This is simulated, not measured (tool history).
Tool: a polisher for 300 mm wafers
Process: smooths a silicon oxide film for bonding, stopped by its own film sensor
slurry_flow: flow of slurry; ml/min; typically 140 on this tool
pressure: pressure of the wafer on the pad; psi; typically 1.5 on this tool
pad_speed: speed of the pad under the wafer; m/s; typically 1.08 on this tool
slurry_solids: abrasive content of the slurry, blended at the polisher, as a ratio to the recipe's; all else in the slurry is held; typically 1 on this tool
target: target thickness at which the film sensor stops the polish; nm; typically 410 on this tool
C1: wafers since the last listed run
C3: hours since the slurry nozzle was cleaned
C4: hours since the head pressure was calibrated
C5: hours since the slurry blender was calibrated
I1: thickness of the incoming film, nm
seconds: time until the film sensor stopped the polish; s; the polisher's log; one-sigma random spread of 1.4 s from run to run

Run 1, hour 0: usual settings; C1 0; wafers polished on this pad 718; C3 300; C4 466.8; C5 34.8; I1 476.8. Result: seconds 99.9 s.
Run 2, hour 35.1: usual settings; C1 326; wafers polished on this pad 1045; C3 335.1; C4 501.9; C5 69.9; I1 483.5. Result: seconds 105.4 s.
At hour 77.3: worn pad replaced by a new one.
Run 3, hour 96.1: usual settings; C1 529; wafers polished on this pad 175; C3 396.1; C4 562.9; C5 130.9; I1 473.8. Result: seconds 94 s.
Run 4, hour 151.3: usual settings but slurry_flow 170 ml/min; C1 513; wafers polished on this pad 688; C3 451.3; C4 618.1; C5 186.1; I1 489.4. Result: seconds 113.8 s.
At hour 242.6: worn pad replaced by a new one.
Run 5, hour 272: usual settings; C1 1084; wafers polished on this pad 273; C3 572; C4 738.8; C5 306.8; I1 486. Result: seconds 113 s.
Run 6, hour 308.5: usual settings but slurry_flow 165 ml/min; C1 339; wafers polished on this pad 612; C3 608.5; C4 775.3; C5 343.3; I1 483.6. Result: seconds 109.2 s.
At hour 328.4: slurry blender recalibrated.
Run 7, hour 366.4: usual settings but slurry_flow 165 ml/min; C1 519; wafers polished on this pad 1132; C3 666.4; C4 833.2; C5 38; I1 483.6. Result: seconds 108 s.
Run 8, hour 412.3: usual settings but slurry_flow 165 ml/min; C1 426; wafers polished on this pad 1558; C3 712.3; C4 879.1; C5 83.9; I1 479.6. Result: seconds 103.9 s.
At hour 435.9: worn pad replaced by a new one.
Run 9, hour 478.5: usual settings but pad_speed 1.26 m/s, slurry_solids 1.1; C1 578; wafers polished on this pad 396; C3 778.5; C4 945.3; C5 150.1; I1 479.5. Result: seconds 88.5 s.
Run 10, hour 507.4: usual settings; C1 268; wafers polished on this pad 664; C3 807.4; C4 974.2; C5 179; I1 479.3. Result: seconds 106 s.
At hour 552.8: slurry nozzle cleaned.
Run 11, hour 568.1: usual settings but slurry_flow 165 ml/min; C1 555; wafers polished on this pad 1219; C3 15.3; C4 1034.9; C5 239.7; I1 474.7. Result: seconds 98.1 s.
Run 12, hour 593.5: usual settings but slurry_flow 185 ml/min, pressure 2 psi, slurry_solids 0.9, target 426 nm; C1 236; wafers polished on this pad 1456; C3 40.7; C4 1060.3; C5 265.1; I1 483.8. Result: seconds 70.7 s.
At hour 609.4: worn pad replaced by a new one.
Run 13, hour 658.8: usual settings; C1 569; wafers polished on this pad 459; C3 106; C4 1125.6; C5 330.4; I1 478.3. Result: seconds 106.7 s.
At hour 675.3: slurry blender recalibrated.
At hour 704.4: head pressure recalibrated.
Run 14, hour 721.1: usual settings but slurry_flow 185 ml/min, pressure 2 psi, slurry_solids 0.9, target 426 nm; C1 542; wafers polished on this pad 1001; C3 168.3; C4 16.7; C5 45.8; I1 485.4. Result: seconds 67.4 s.
Run 15, hour 789.8: usual settings but slurry_flow 115 ml/min, slurry_solids 0.75, target 394 nm; C1 638; wafers polished on this pad 1640; C3 237; C4 85.4; C5 114.5; I1 483.8. Result: seconds 163.8 s.
At hour 796.3: worn pad replaced by a new one.
Run 16, hour 839.2: usual settings but pad_speed 0.96 m/s, slurry_solids 0.85; C1 422; wafers polished on this pad 399; C3 286.4; C4 134.8; C5 163.9; I1 472. Result: seconds 110.1 s.
Run 17, hour 904.1: usual settings but pressure 1.1 psi, target 399 nm; C1 603; wafers polished on this pad 1002; C3 351.3; C4 199.7; C5 228.8; I1 481.9. Result: seconds 161 s.

Predict each of these 3 candidate next runs independently; none follows another, all start after run 17:
Run A, hour 904.6: usual settings; C1 4; wafers polished on this pad 1007; C3 351.8; C4 200.2; C5 229.3; I1 480.4. Result: seconds ?.
Run B, hour 904.6: usual settings but slurry_flow 170 ml/min, pressure 1.9 psi, pad_speed 0.9 m/s; C1 4; wafers polished on this pad 1007; C3 351.8; C4 200.2; C5 229.3; I1 480.4. Result: seconds ?.
Run C, hour 904.6: usual settings but slurry_flow 115 ml/min, target 431 nm; C1 4; wafers polished on this pad 1007; C3 351.8; C4 200.2; C5 229.3; I1 480.4. Result: seconds ?.

run  seconds
  A    104.4
  B     94.4
  C     76.4
What these runs would have given with no unlogged condition in the tool:
run  seconds
  A    102.4
  B     92.6
  C     74.9

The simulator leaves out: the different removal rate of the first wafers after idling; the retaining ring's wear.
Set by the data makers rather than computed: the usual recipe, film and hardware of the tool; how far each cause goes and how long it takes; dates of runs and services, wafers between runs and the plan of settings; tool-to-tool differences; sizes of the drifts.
